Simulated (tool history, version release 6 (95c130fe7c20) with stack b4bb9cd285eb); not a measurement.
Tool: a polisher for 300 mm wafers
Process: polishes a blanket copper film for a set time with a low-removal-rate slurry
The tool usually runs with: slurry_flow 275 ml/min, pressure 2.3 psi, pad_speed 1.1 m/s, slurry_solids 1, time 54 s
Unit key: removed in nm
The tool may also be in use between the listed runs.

run	hour	slurry_flow	pressure	pad_speed	slurry_solids	time	incoming thickness of the incoming film, nm	removed
1	0	275	2.3	1.1	1	54	1509.2	131.2
# hour 42.4: worn pad replaced by a new one
2	56.5	275	2.3	1.1	1	54	1501.4	127.2
3	90.2	275	2.3	1.1	1	54	1535.2	127.1
# hour 145.1: slurry blender recalibrated
4	152.2	275	2.3	1.1	1	54	1537.1	134.8
5	215.4	275	2.3	1.1	1	54	1544.2	131.8
# hour 256.7: worn pad replaced by a new one
6	274.4	345	2.3	1.1	1	54	1507.9	130.6
7	319.3	345	2.3	1.1	1	54	1543.3	126.8
8	356	345	2.3	1.1	1	54	1547.2	127.2
# hour 388.2: slurry blender recalibrated
9	417.9	275	2.3	1.1	1	54	1515.4	133.1
# hour 460.7: worn pad replaced by a new one
10	477.3	275	2.3	1.1	1	54	1551.6	132.4
# hour 527.1: slurry nozzle cleaned
11	537	275	2.3	1.1	1	54	1494.7	129.2
12	562.5	275	2.3	1.1	1	54	1523.8	129.3
# hour 589.4: slurry blender recalibrated
13	594.7	275	2.3	1.44	0.9	64	1529.9	197.8
# hour 621.2: head pressure recalibrated
14	639.6	275	2.8	1.1	1	44	1522.7	131
15	671	250	2.3	0.78	1.1	71	1534.1	128.8
# hour 686: worn pad replaced by a new one
16	696.8	275	2.3	1.1	0.75	65	1540.4	147.4
17	746.8	275	2.1	1.3	0.85	46	1521.4	112
# hour 847.9: slurry blender recalibrated
18	858.6	345	2.3	1.1	1	63	1527.1	156.2
# hour 886.7: worn pad replaced by a new one
19	907.3	275	2.3	1.24	1.2	42	1512.1	117.4
20	958.3	275	2.3	1.1	1	54	1532.1	129.6
21	1002.9	275	2.3	1.1	1	54	1532.3	126.7
22	1028.5	185	2.3	1.1	1	54	1528	120.2
# hour 1089.1: slurry blender recalibrated
23	1096.4	190	1.6	0.78	1	42	1524.9	50.4
# hour 1112.1: worn pad replaced by a new one
24	1144.6	275	2.6	1.1	1	54	1521.1	147.4

3 options for the next run, each taken on its own from the tool as it stands now. Forecast them:
A	1145	275	2.3	1.1	1	45	1498.2	?
B	1145	325	2.6	1.1	1.25	54	1498.2	?
C	1145	230	1.8	1.1	1.15	42	1498.2	?

run	removed
A	107
B	153.1
C	78.3
Stripped of hidden state, with their random variation kept, the same runs would have yielded:
run	removed
A	110.5
B	158.3
C	80.9

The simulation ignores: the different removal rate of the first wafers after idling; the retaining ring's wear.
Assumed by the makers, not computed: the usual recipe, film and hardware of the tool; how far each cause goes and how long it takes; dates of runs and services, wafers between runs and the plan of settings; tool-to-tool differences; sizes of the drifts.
